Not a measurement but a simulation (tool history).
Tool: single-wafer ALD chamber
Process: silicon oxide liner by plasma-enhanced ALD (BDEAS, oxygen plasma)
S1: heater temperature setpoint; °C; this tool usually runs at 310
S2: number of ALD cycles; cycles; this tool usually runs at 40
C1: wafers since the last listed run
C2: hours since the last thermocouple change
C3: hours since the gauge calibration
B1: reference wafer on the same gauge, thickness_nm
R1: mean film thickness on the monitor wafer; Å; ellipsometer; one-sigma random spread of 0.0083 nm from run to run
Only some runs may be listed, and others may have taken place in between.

run 1 hour=0 | S1=319 S2=35 | C1=0 C2=2301.1 C3=156.8 | B1=3.399 | R1=28.47
run 2 hour=38.8 | S1=310 S2=40 | C1=254 C2=2339.9 C3=195.6 | B1=3.399 | R1=33.11
run 3 hour=53.8 | S1=310 S2=40 | C1=98 C2=2354.9 C3=210.6 | B1=3.4 | R1=33.06
run 4 hour=65.7 | S1=310 S2=40 | C1=78 C2=2366.8 C3=222.5 | B1=3.401 | R1=32.95
-- hour=88.9 thermocouple changed; heater temperature recalibrated
run 5 hour=89.4 | S1=314 S2=43 | C1=103 C2=0.5 C3=246.2 | B1=3.4 | R1=35.38
run 6 hour=94 | S1=310 S2=40 | C1=30 C2=5.1 C3=250.8 | B1=3.399 | R1=33.2
-- hour=103.4 gauge calibrated
run 7 hour=106.7 | S1=310 S2=40 | C1=83 C2=17.8 C3=3.3 | B1=3.401 | R1=33.11
run 8 hour=121.6 | S1=310 S2=40 | C1=97 C2=32.7 C3=18.2 | B1=3.399 | R1=33.14
run 9 hour=136 | S1=310 S2=40 | C1=94 C2=47.1 C3=32.6 | B1=3.4 | R1=33.12
run 10 hour=143.9 | S1=305 S2=40 | C1=51 C2=55 C3=40.5 | B1=3.4 | R1=33.33
run 11 hour=160.9 | S1=317 S2=40 | C1=111 C2=72 C3=57.5 | B1=3.4 | R1=32.71
run 12 hour=177.1 | S1=303 S2=43 | C1=106 C2=88.2 C3=73.7 | B1=3.399 | R1=35.87
run 13 hour=188 | S1=315 S2=45 | C1=71 C2=99.1 C3=84.6 | B1=3.402 | R1=36.99
run 14 hour=202.5 | S1=303 S2=47 | C1=95 C2=113.6 C3=99.1 | B1=3.4 | R1=39.11
run 15 hour=218.8 | S1=324 S2=43 | C1=107 C2=129.9 C3=115.4 | B1=3.402 | R1=34.83
run 16 hour=226.7 | S1=324 S2=46 | C1=51 C2=137.8 C3=123.3 | B1=3.401 | R1=37.16
run 17 hour=238.8 | S1=319 S2=35 | C1=79 C2=149.9 C3=135.4 | B1=3.4 | R1=28.77
run 18 hour=255.1 | S1=319 S2=34 | C1=107 C2=166.2 C3=151.7 | B1=3.4 | R1=27.61
run 19 hour=269.7 | S1=305 S2=35 | C1=95 C2=180.8 C3=166.3 | B1=3.401 | R1=29.17
run 20 hour=278 | S1=310 S2=40 | C1=54 C2=189.1 C3=174.6 | B1=3.4 | R1=33.18
run 21 hour=284.1 | S1=297 S2=40 | C1=40 C2=195.2 C3=180.7 | B1=3.4 | R1=34.01

4 ways to go on from here, each from the tool as it stands after run 21. What would each give?
run A hour=284.6 | S1=316 S2=40 | C1=3 C2=195.7 C3=181.2 | B1=? | R1=?
run B hour=284.6 | S1=299 S2=40 | C1=3 C2=195.7 C3=181.2 | B1=? | R1=?
run C hour=284.6 | S1=325 S2=45 | C1=3 C2=195.7 C3=181.2 | B1=? | R1=?
run D hour=284.6 | S1=324 S2=47 | C1=3 C2=195.7 C3=181.2 | B1=? | R1=?

run=A B1=3.401 R1=32.78
run=B B1=3.401 R1=33.72
run=C B1=3.401 R1=36.39
run=D B1=3.401 R1=38.06
The same runs, with their run-to-run variation unchanged, on a tool lacking any hidden condition would have given:
run=A R1=32.78
run=B R1=33.72
run=C R1=36.39
run=D R1=38.06
